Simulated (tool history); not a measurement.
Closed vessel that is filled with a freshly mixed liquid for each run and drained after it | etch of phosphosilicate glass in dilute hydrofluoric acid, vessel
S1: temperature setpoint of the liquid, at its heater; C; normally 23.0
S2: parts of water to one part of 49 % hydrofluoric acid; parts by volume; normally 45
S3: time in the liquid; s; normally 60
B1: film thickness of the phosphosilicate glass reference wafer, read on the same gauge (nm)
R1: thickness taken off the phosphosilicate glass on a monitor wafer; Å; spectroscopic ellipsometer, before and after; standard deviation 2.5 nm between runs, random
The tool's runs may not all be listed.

run	day	S1	S2	S3	B1	R1
1	0.000	23.0	45	60	40.01	2929.5
2	0.812	23.0	45	60	40.02	2925.6
3	1.358	23.0	40	70	39.99	3869.8
4	2.400	23.0	40	70	40.00	3877.5
5	3.075	23.0	45	60	39.99	2900.8
6	4.217	23.0	45	60	39.99	2926.4
# day 7.479: hydrofluoric acid flow meter replaced
7	7.638	23.0	45	60	39.99	2879.5
8	8.738	23.0	45	60	39.99	2855.8
9	9.479	23.0	45	60	40.01	2873.2
# day 11.025: thermometer replaced
# day 11.129: gauge calibrated
10	11.304	21.5	45	60	39.99	2867.9
11	12.529	25.5	45	60	39.99	3346.9
12	13.400	20.0	55	45	40.01	1612.0
13	17.408	23.0	45	60	39.98	3003.0
14	18.433	25.5	25	80	40.02	8166.4
15	19.412	27.5	60	35	40.00	1527.1
16	20.650	20.5	45	60	39.99	2650.5

Here are 3 independent what-if runs from the current tool condition. What would each one return?
A	20.679	23.0	45	60	?	?
B	20.679	25.5	40	80	?	?
C	20.679	18.0	45	60	?	?

run	B1	R1
A	39.99	2941.3
B	39.99	4927.5
C	39.99	2375.7
With no hidden state in the tool, these same runs would have given:
run	R1
A	3037.4
B	5086.1
C	2456.4
